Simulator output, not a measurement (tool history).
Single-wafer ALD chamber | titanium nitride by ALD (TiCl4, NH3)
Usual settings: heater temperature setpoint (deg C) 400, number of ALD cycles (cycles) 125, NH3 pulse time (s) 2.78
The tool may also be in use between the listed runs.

run	hour	heater temperature setpoint (deg C)	number of ALD cycles (cycles)	NH3 pulse time (s)	read-back reference wafer on the same gauge, thickness_nm	mean film thickness on the monitor wafer (Å)
1	0.0	400	125	2.78	2.689	28.20
2	6.4	400	125	2.78	2.691	28.07
3	17.1	400	125	2.78	2.690	28.12
4	31.9	400	125	2.78	2.688	28.22
5	60.0	400	134	3.48	2.690	30.34
6	72.9	400	125	2.41	2.691	28.01
7	88.7	400	125	2.41	2.689	28.03
8	105.5	400	125	2.41	2.690	28.14
9	121.0	400	125	2.78	2.690	28.13
10	131.6	400	125	2.78	2.691	28.14
11	141.8	400	116	2.78	2.690	26.11
# hour 157.6: thermocouple changed; heater temperature recalibrated
# hour 165.4: showerhead replaced
12	165.9	400	116	2.78	2.690	26.21
13	166.5	400	111	2.78	2.691	25.10
14	182.2	400	125	2.78	2.691	28.22
# hour 183.5: gauge calibrated
15	198.3	405	108	3.67	2.690	24.58
16	211.7	400	105	1.99	2.689	23.49
17	220.7	407	105	3.79	2.691	23.82
18	237.7	396	125	2.78	2.692	28.08
19	251.7	400	125	3.36	2.693	28.29
20	269.6	406	148	2.00	2.691	32.93
21	283.2	400	125	2.78	2.690	28.08
22	294.5	394	118	1.94	2.689	26.10
23	309.8	400	125	3.36	2.689	28.33
24	323.1	407	142	1.79	2.691	31.51
25	333.3	400	125	2.78	2.691	27.98
26	344.3	400	125	2.78	2.690	28.12

The tool's hidden state at each run:
wafer temperature above the value expected at the setpoint (K): 0 in every run
gauge reads high (%): 0 in every run

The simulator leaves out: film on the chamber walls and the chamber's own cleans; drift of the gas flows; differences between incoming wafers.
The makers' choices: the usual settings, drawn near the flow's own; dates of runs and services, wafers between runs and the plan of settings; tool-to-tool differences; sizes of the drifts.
